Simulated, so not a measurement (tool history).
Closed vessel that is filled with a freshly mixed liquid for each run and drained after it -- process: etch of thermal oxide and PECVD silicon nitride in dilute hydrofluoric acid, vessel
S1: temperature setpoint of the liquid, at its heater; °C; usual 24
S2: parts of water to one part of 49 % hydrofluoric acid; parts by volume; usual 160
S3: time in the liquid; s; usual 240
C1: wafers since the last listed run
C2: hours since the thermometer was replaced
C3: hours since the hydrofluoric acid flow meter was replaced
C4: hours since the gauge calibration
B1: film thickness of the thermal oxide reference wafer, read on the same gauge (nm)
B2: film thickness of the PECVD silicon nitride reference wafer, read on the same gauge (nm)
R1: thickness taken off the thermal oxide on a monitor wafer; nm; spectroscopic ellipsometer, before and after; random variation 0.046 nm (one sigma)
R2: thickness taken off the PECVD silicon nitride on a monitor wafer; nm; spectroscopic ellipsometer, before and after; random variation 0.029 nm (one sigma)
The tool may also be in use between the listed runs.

| run | hour | S1 | S2 | S3 | C1 | C2 | C3 | C4 | B1 | B2 | R1 | R2 |
|---|---|---|---|---|---|---|---|---|---|---|---|---|
| 1 | 0 | 26.5 | 160 | 240 | 0 | 1371 | 264.7 | 344.3 | 69.97 | 40.018 | 6.41 | 4.632 |
| 2 | 13.5 | 24 | 115 | 240 | 1008 | 1384.5 | 278.2 | 357.8 | 70 | 40.008 | 8.5 | 5.412 |
| 3 | 37.8 | 24 | 160 | 240 | 1814 | 1408.8 | 302.5 | 382.1 | 70.01 | 40.02 | 5.75 | 3.866 |
| 4 | 69 | 24 | 160 | 240 | 2329 | 1440 | 333.7 | 413.3 | 69.97 | 39.979 | 5.74 | 3.905 |
| 5 | 84.9 | 24 | 160 | 240 | 1187 | 1455.9 | 349.6 | 429.2 | 69.99 | 40.025 | 5.76 | 3.904 |
| 6 | 108.7 | 20 | 120 | 320 | 1777 | 1479.7 | 373.4 | 453 | 70.01 | 39.987 | 9.08 | 5.231 |
| 7 | 193.3 | 24 | 105 | 140 | 6316 | 1564.3 | 458 | 537.6 | 70 | 40.006 | 5.44 | 3.401 |
|  | 207.2 | hydrofluoric acid flow meter replaced |
| 8 | 214.8 | 24 | 160 | 240 | 1530 | 1585.8 | 7.6 | 559.1 | 70.03 | 39.986 | 5.71 | 3.844 |
| 9 | 250.7 | 26.5 | 160 | 240 | 2680 | 1621.7 | 43.5 | 595 | 70 | 39.994 | 6.26 | 4.52 |
| 10 | 270.8 | 24 | 185 | 180 | 1500 | 1641.8 | 63.6 | 615.1 | 70.01 | 39.978 | 3.58 | 2.487 |
|  | 295 | gauge calibrated |
| 11 | 312.8 | 24 | 105 | 140 | 3136 | 1683.8 | 105.6 | 17.8 | 70.01 | 40.013 | 5.31 | 3.348 |
| 12 | 333.3 | 24 | 160 | 240 | 1530 | 1704.3 | 126.1 | 38.3 | 70 | 39.986 | 5.66 | 3.787 |
| 13 | 359 | 26 | 195 | 320 | 1918 | 1730 | 151.8 | 64 | 70.01 | 40 | 6.44 | 4.784 |
|  | 374.6 | thermometer replaced |
| 14 | 380.9 | 25.5 | 160 | 240 | 1560 | 6.3 | 173.7 | 85.9 | 70.01 | 40.003 | 6.58 | 4.897 |
| 15 | 414.6 | 24 | 160 | 290 | 2516 | 40 | 207.4 | 119.6 | 70 | 40.001 | 7.52 | 5.363 |
| 16 | 429.5 | 24 | 200 | 240 | 1112 | 54.9 | 222.3 | 134.5 | 70 | 39.989 | 4.77 | 3.565 |
| 17 | 448 | 21.5 | 125 | 240 | 1381 | 73.4 | 240.8 | 153 | 70.01 | 40.005 | 7.51 | 4.788 |
| 18 | 482.8 | 28.5 | 130 | 240 | 2598 | 108.2 | 275.6 | 187.8 | 70 | 40.016 | 9.36 | 7.238 |
| 19 | 509.4 | 24 | 130 | 380 | 1986 | 134.8 | 302.2 | 214.4 | 70.02 | 39.986 | 12.43 | 8.589 |
| 20 | 527.9 | 24 | 160 | 240 | 1381 | 153.3 | 320.7 | 232.9 | 70.01 | 39.985 | 6.21 | 4.372 |
| 21 | 549.4 | 24 | 160 | 280 | 1605 | 174.8 | 342.2 | 254.4 | 70 | 39.999 | 7.22 | 5.17 |
| 22 | 561.4 | 28.5 | 235 | 120 | 896 | 186.8 | 354.2 | 266.4 | 69.99 | 40.008 | 2.29 | 1.996 |
| 23 | 586.2 | 26.5 | 160 | 240 | 1851 | 211.6 | 379 | 291.2 | 70 | 39.996 | 6.76 | 5.179 |
|  | 609.3 | hydrofluoric acid flow meter replaced |
| 24 | 612.2 | 24 | 160 | 190 | 1866 | 237.6 | 2.9 | 317.2 | 70.02 | 39.993 | 4.93 | 3.439 |
| 25 | 635.2 | 28 | 225 | 145 | 1717 | 260.6 | 25.9 | 340.2 | 70.01 | 39.997 | 2.85 | 2.399 |

Below, some changes in R1 between adjacent runs. For each, the amount present without the hidden state too (settings, incoming material, random variation) and the amount remaining for the hidden state with gauge scatter not shared by both compared results:
The hidden state here: liquid colder than its thermometer reads (K); hydrofluoric acid flow below the setpoint (%); gauge reads high (%).
Run 5 -> 6: S1 24 -> 20, S2 160 -> 120, S3 240 -> 320. R1 +3.32 nm: hidden state -0.4, all else +3.72.
Run 13 -> 14: S1 26 -> 25.5, S2 195 -> 160, S3 320 -> 240, thermometer replaced. R1 +0.14 nm: hidden state +0.63, all else -0.49.
Run 19 -> 20: S2 130 -> 160, S3 380 -> 240. R1 -6.22 nm: hidden state +0.13, all else -6.35.
Run 21 -> 22: S1 24 -> 28.5, S2 160 -> 235, S3 280 -> 120. R1 -4.93 nm: hidden state +0.12, all else -5.05.

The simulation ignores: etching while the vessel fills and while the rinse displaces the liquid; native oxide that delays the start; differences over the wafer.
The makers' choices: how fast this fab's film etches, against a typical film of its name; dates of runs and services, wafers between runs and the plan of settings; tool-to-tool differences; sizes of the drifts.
